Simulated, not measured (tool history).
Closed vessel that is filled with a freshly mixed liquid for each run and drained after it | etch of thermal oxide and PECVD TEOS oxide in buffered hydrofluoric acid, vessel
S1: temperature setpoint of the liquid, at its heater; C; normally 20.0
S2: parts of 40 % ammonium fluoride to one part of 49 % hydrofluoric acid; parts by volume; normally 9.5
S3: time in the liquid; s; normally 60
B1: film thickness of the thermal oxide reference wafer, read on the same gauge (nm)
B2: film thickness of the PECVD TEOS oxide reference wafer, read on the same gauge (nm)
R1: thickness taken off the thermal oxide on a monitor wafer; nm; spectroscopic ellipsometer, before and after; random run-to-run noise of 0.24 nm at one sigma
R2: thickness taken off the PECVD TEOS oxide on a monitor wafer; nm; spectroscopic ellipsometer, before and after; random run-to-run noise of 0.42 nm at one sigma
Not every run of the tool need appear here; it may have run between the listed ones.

run    hour    S1    S2  S3     B1      B2      R1      R2
  1     0.0  20.0   9.5  75  69.97  119.97   78.27  148.65
  2    58.9  23.0   9.5  60  70.00  119.99   73.82  140.57
  3    90.6  22.0   9.5  80  69.96  120.02   92.62  177.70
  4   137.9  22.0   9.5  80  69.99  119.99   93.25  176.43
  5   173.9  20.0   9.5  60  70.01  119.98   62.14  118.94
      229.0  -- thermometer replaced
  6   229.5  20.0  12.5  45  70.00  119.97   36.84   70.37
      272.7  -- hydrofluoric acid flow meter replaced, repeated, since the last time left the tool worse
  7   281.3  24.0   9.5  60  69.93  120.01   71.96  138.25
  8   313.5  20.0   9.5  60  70.03  120.00   57.83  110.80
  9   345.2  18.5   6.5  60  69.97  120.01   76.92  147.46
 10   399.5  20.0   9.5  60  70.00  120.03   57.65  110.47
 11   468.6  17.0  13.5  60  70.05  120.02   35.22   67.41
 12   514.7  20.0   8.0  90  69.98  120.01  102.37  195.97
 13   558.3  20.0   9.5  60  69.99  119.98   57.58  111.45
 14   629.7  22.5   9.5  95  70.06  120.02  105.92  201.00
 15   662.8  17.0  11.5  70  69.99  120.01   48.29   92.73
 16   705.1  21.5  12.5  30  70.01  120.01   24.79   47.23
 17   739.3  20.0   6.5  40  70.01  119.96   56.23  107.93
 18   907.4  20.0   9.5  60  70.01  120.01   58.53  110.98
 19   960.1  22.5  10.5  70  70.00  120.02   73.33  138.66
 20  1010.7  20.0   9.5  60  69.99  119.99   58.77  111.48
 21  1056.9  17.0   9.5  90  70.00  120.00   74.41  141.47
     1069.7  -- gauge calibrated
 22  1090.3  17.0   7.0  80  69.96  120.03   89.58  172.42
 23  1118.6  20.0   8.0  80  70.01  119.99   92.51  178.74
 24  1166.7  21.5   9.5  80  70.04  120.02   84.82  161.24
 25  1209.4  23.5  11.0  45  69.98  119.98   47.26   90.90

Had the tool no unlogged condition, and each run kept its random variation, what would the results have been?
What the log doesn't record here: liquid hotter than its thermometer reads (K); hydrofluoric acid flow above the setpoint (%); gauge reads high (%).
run      R1      R2
  1   72.58  137.86
  2   68.38  130.21
  3   85.74  164.49
  4   86.24  163.18
  5   57.42  109.92
  6   33.53   64.04
  7   71.64  137.63
  8   57.55  110.26
  9   76.36  146.40
 10   57.31  109.82
 11   34.85   66.69
 12  101.07  193.48
 13   57.12  110.56
 14  104.98  199.22
 15   47.59   91.39
 16   24.41   46.51
 17   55.44  106.41
 18   57.81  109.62
 19   71.86  135.88
 20   57.97  109.96
 21   73.35  139.46
 22   87.77  168.94
 23   90.15  174.17
 24   83.50  158.73
 25   46.09   88.64

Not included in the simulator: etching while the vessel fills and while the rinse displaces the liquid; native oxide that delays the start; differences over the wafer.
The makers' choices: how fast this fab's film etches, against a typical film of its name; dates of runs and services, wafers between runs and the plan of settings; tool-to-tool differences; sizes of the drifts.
